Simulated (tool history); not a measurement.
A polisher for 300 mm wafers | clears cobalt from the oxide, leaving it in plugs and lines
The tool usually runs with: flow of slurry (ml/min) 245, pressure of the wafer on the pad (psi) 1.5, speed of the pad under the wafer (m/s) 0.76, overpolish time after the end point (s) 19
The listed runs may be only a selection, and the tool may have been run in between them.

run,hour,flow of slurry (ml/min),pressure of the wafer on the pad (psi),speed of the pad under the wafer (m/s),overpolish time after the end point (s),wafers since the last listed run,wafers polished on this pad,hours since the slurry nozzle was cleaned,hours since the head pressure was calibrated,"incoming thickness of the incoming film, nm",time until the end point was called (s),dishing of a wide line in a test structure (nm)
1,0,245,1.2,0.76,19,0,896,227,611,190.3,72.7,37.8
# hour 10.4: worn pad replaced by a new one
2,10.9,245,1.2,0.76,19,93,6,237.9,621.9,188,71.1,38.4
3,22.9,245,1.7,0.76,19,163,169,249.9,633.9,187.7,50.6,46.9
4,37.6,245,1.7,0.76,19,200,369,264.6,648.6,190.5,51,46.3
5,45.7,245,1.7,0.76,19,110,480,272.7,656.7,188,49.7,47.6
6,52.7,245,1.5,0.76,19,95,575,279.7,663.7,189.4,57.7,43.5
7,70.4,245,1.5,0.76,19,241,816,297.4,681.4,186.6,56.1,44.1
8,86.5,245,1.5,0.76,19,219,1035,313.5,697.5,190.9,56.5,43.5
# hour 95.3: worn pad replaced by a new one
9,95.8,305,1.5,0.76,19,72,6,322.8,706.8,190.7,56.8,44.8
# hour 105.2: head pressure recalibrated
10,109.6,305,1.5,0.76,19,160,167,336.6,4.4,187.8,61.3,41.6
11,117.5,310,1.7,0.76,19,107,274,344.5,12.3,188.6,53.2,45.3
12,129.1,245,1.5,0.76,19,157,432,356.1,23.9,193,61.3,40.5
13,143.5,245,1.5,0.76,19,196,628,370.5,38.3,185.8,61.4,41.1
14,157.8,195,1.3,0.84,12,194,823,384.8,52.6,189.3,67,28
15,169.9,245,1.5,0.76,19,164,988,396.9,64.7,186.2,59.6,42.3
# hour 178.1: worn pad replaced by a new one
16,183.4,245,1.5,0.84,25,129,71,410.4,78.2,187.9,55.9,50.9
# hour 189.7: slurry nozzle cleaned
17,199,290,1.5,0.54,19,198,270,9.3,93.8,189,71.7,35.9
18,246.6,245,1.2,0.58,19,648,918,56.9,141.4,188.3,84.4,33
19,256.7,245,1.7,0.84,12,137,1056,67,151.5,186.9,49.5,35.8
# hour 268.6: worn pad replaced by a new one
20,269.1,245,1.5,0.54,12,114,6,79.4,163.9,189.6,69.9,27.4
21,272.7,245,1.5,0.54,12,49,55,83,167.5,190.4,71.6,27.2
22,279.9,245,1.5,0.84,10,98,153,90.2,174.7,188,53.6,28.9
23,296.5,245,1.5,0.76,12,226,380,106.8,191.3,191.2,58.1,31.9
24,304.9,265,1.7,0.68,19,114,494,115.2,199.7,190.1,54.2,45.3
25,316.5,205,1.3,0.76,29,157,652,126.8,211.3,189.3,68.4,50.8
26,332.4,245,1.5,0.76,19,216,868,142.7,227.2,191.3,59.1,42.2

How the hidden state differs across the entries between the runs, from the last listed run before each to the first after it:
Runs 1 to 2: worn pad replaced by a new one (hour 10.4)
  no difference in the tool's unlogged condition between these two runs
  measured minus no-state result, time until the end point was called (s): -7.7 -> -7.6; dishing of a wide line in a test structure (nm): +2.6 -> +2.6
Runs 8 to 9: worn pad replaced by a new one (hour 95.3)
  no difference in the tool's unlogged condition between these two runs
  measured minus no-state result, time until the end point was called (s): -6.1 -> -6.3; dishing of a wide line in a test structure (nm): +2.7 -> +2.7
Runs 9 to 10: head pressure recalibrated (hour 105.2)
  deviation of the head's pressure from its setpoint, %: 11 -> 1.16
  measured minus no-state result, time until the end point was called (s): -6.3 -> -0.7; dishing of a wide line in a test structure (nm): +2.7 -> +0.3
Runs 15 to 16: worn pad replaced by a new one (hour 178.1)
  deviation of the head's pressure from its setpoint, %: 3.95 -> 4.49
  measured minus no-state result, time until the end point was called (s): -2.4 -> -2.5; dishing of a wide line in a test structure (nm): +1.1 -> +1.2
Runs 16 to 17: slurry nozzle cleaned (hour 189.7)
  deviation of the head's pressure from its setpoint, %: 4.49 -> 5.07
  measured minus no-state result, time until the end point was called (s): -2.5 -> -3.7; dishing of a wide line in a test structure (nm): +1.2 -> +1.2
Runs 19 to 20: worn pad replaced by a new one (hour 268.6)
  deviation of the head's pressure from its setpoint, %: 6.91 -> 7.25
  measured minus no-state result, time until the end point was called (s): -3.4 -> -5.1; dishing of a wide line in a test structure (nm): +1.6 -> +1.5

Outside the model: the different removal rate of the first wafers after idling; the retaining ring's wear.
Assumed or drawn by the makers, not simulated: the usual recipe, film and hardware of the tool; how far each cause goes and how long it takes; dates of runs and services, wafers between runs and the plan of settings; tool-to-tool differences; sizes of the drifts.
